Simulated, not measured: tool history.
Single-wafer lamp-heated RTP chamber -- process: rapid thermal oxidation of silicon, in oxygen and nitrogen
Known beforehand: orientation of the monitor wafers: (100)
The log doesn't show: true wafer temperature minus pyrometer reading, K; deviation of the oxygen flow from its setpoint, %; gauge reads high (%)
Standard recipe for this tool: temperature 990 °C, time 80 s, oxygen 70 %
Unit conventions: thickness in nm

run,day,temperature,time,oxygen,wafers since the last listed run,wafers since the last pyrometer calibration,hours since the oxygen flow controller was replaced,hours since the gauge calibration,"read-back reference wafer on the same gauge, thickness",thickness
1,0.000,990,80,70,0,1987,5471.2,10.8,5.830,5.642
2,4.354,990,80,70,736,2723,5575.7,115.3,5.825,5.675
3,8.192,990,51,70,649,3372,5667.8,207.4,5.831,4.671
4,12.112,990,80,70,663,4035,5761.9,301.5,5.829,5.703
# day 15.762: pyrometer window cleaned and pyrometer calibrated
5,15.783,990,80,70,564,3,5850.0,389.6,5.832,5.645
6,18.896,990,80,70,526,530,5924.7,464.3,5.832,5.658
# day 20.621: oxygen flow controller replaced
7,22.483,990,80,70,550,1080,44.7,550.4,5.831,5.656
8,24.296,990,47,70,306,1387,88.2,593.9,5.831,4.523
9,28.321,990,45,89,680,2067,184.8,690.5,5.829,4.815
# day 30.408: gauge calibrated
10,31.242,990,80,70,494,2561,254.9,20.0,5.826,5.673
11,32.904,977,54,83,281,2842,294.8,59.9,5.830,4.609
12,34.738,1005,111,98,310,3153,338.8,103.9,5.831,8.240
13,38.388,990,80,70,617,3770,426.4,191.5,5.833,5.727

The next listed run, before its measurement:
14,42.188,981,64,85,642,4413,517.6,282.7,?,?

For run 14 the tool returned read-back reference wafer on the same gauge, thickness 5.831, thickness 5.192 nm.
If the tool had no hidden condition, the same run with the same run-to-run variation would have returned thickness 5.128 nm.
